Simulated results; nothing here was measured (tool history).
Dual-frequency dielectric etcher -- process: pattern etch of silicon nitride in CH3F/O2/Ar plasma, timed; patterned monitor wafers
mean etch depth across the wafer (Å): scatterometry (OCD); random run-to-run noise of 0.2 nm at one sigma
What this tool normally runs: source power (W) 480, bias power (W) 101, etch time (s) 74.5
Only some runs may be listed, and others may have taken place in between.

| run | hour | source power (W) | bias power (W) | etch time (s) | wafers since the last listed run | hours since the last wet clean | hours since the last source power generator calibration | hours since the last bias power generator calibration | hours since the last upper electrode change | hours since the gauge calibration | read-back reference wafer on the same gauge, depth_nm | mean etch depth across the wafer (Å) |
|---|---|---|---|---|---|---|---|---|---|---|---|---|
| 1 | 0 | 480 | 101 | 74.5 | 0 | 259.5 | 3536.5 | 4622.6 | 2358.7 | 309.3 | 67 | 661 |
| 2 | 31.1 | 480 | 101 | 74.5 | 232 | 290.6 | 3567.6 | 4653.7 | 2389.8 | 340.4 | 67.1 | 662 |
| 3 | 56.1 | 480 | 101 | 74.5 | 186 | 315.6 | 3592.6 | 4678.7 | 2414.8 | 365.4 | 67.1 | 666 |
| 4 | 86.1 | 560 | 119 | 74.5 | 224 | 345.6 | 3622.6 | 4708.7 | 2444.8 | 395.4 | 67.4 | 731 |
| 5 | 118.8 | 560 | 119 | 74.5 | 244 | 378.3 | 3655.3 | 4741.4 | 2477.5 | 428.1 | 67.4 | 736 |
| 6 | 132.3 | 560 | 101 | 74.5 | 100 | 391.8 | 3668.8 | 4754.9 | 2491 | 441.6 | 67.6 | 698 |
| 7 | 162.1 | 560 | 101 | 74.5 | 222 | 421.6 | 3698.6 | 4784.7 | 2520.8 | 471.4 | 67.7 | 702 |
|  | 180.9 | gauge calibrated |
| 8 | 181 | 480 | 101 | 74.5 | 141 | 440.5 | 3717.5 | 4803.6 | 2539.7 | 0.1 | 66.4 | 653 |
| 9 | 201.2 | 480 | 101 | 74.5 | 150 | 460.7 | 3737.7 | 4823.8 | 2559.9 | 20.3 | 66.4 | 654 |
| 10 | 217.3 | 480 | 101 | 74.5 | 120 | 476.8 | 3753.8 | 4839.9 | 2576 | 36.4 | 66.4 | 658 |
| 11 | 240.7 | 480 | 117 | 74.5 | 174 | 500.2 | 3777.2 | 4863.3 | 2599.4 | 59.8 | 66.4 | 688 |
| 12 | 255 | 480 | 117 | 74.5 | 106 | 514.5 | 3791.5 | 4877.6 | 2613.7 | 74.1 | 66.4 | 682 |
| 13 | 277.2 | 480 | 117 | 74.5 | 165 | 536.7 | 3813.7 | 4899.8 | 2635.9 | 96.3 | 66.4 | 685 |
|  | 281.8 | source power generator calibrated |
| 14 | 290.2 | 480 | 101 | 74.5 | 67 | 549.7 | 8.4 | 4912.8 | 2648.9 | 109.3 | 66.5 | 655 |
|  | 325.4 | wet clean of the chamber |
| 15 | 325.8 | 540 | 121 | 88.5 | 86 | 0.4 | 44 | 4948.4 | 2684.5 | 144.9 | 66.5 | 853 |
|  | 376.1 | upper electrode replaced |
| 16 | 376.6 | 480 | 101 | 74.5 | 200 | 51.2 | 94.8 | 4999.2 | 0.5 | 195.7 | 66.6 | 658 |
| 17 | 386.3 | 590 | 101 | 84.5 | 72 | 60.9 | 104.5 | 5008.9 | 10.2 | 205.4 | 66.6 | 795 |
| 18 | 409.6 | 560 | 101 | 74.5 | 174 | 84.2 | 127.8 | 5032.2 | 33.5 | 228.7 | 66.7 | 690 |
| 19 | 428.9 | 420 | 108 | 83.5 | 144 | 103.5 | 147.1 | 5051.5 | 52.8 | 248 | 66.7 | 727 |
| 20 | 442.7 | 480 | 101 | 74.5 | 103 | 117.3 | 160.9 | 5065.3 | 66.6 | 261.8 | 66.7 | 661 |
|  | 453.8 | bias power generator calibrated |
| 21 | 459 | 370 | 91 | 64 | 91 | 133.6 | 177.2 | 5.2 | 82.9 | 278.1 | 66.8 | 511 |
| 22 | 479.2 | 540 | 101 | 74.5 | 150 | 153.8 | 197.4 | 25.4 | 103.1 | 298.3 | 67 | 688 |
| 23 | 514.5 | 480 | 101 | 82 | 263 | 189.1 | 232.7 | 60.7 | 138.4 | 333.6 | 67 | 730 |
| 24 | 527.2 | 480 | 81 | 90.5 | 94 | 201.8 | 245.4 | 73.4 | 151.1 | 346.3 | 67 | 757 |
| 25 | 552.8 | 480 | 101 | 74.5 | 191 | 227.4 | 271 | 99 | 176.7 | 371.9 | 67.1 | 664 |

Forecast run 26:
| 26 | 571.6 | 480 | 101 | 64.5 | 140 | 246.2 | 289.8 | 117.8 | 195.5 | 390.7 | ? | ? |

Run 26 produced read-back reference wafer on the same gauge, depth_nm 67.2, mean etch depth across the wafer (Å) 577.
Had the tool carried no hidden state, the very same run would have given mean etch depth across the wafer (Å) 572.
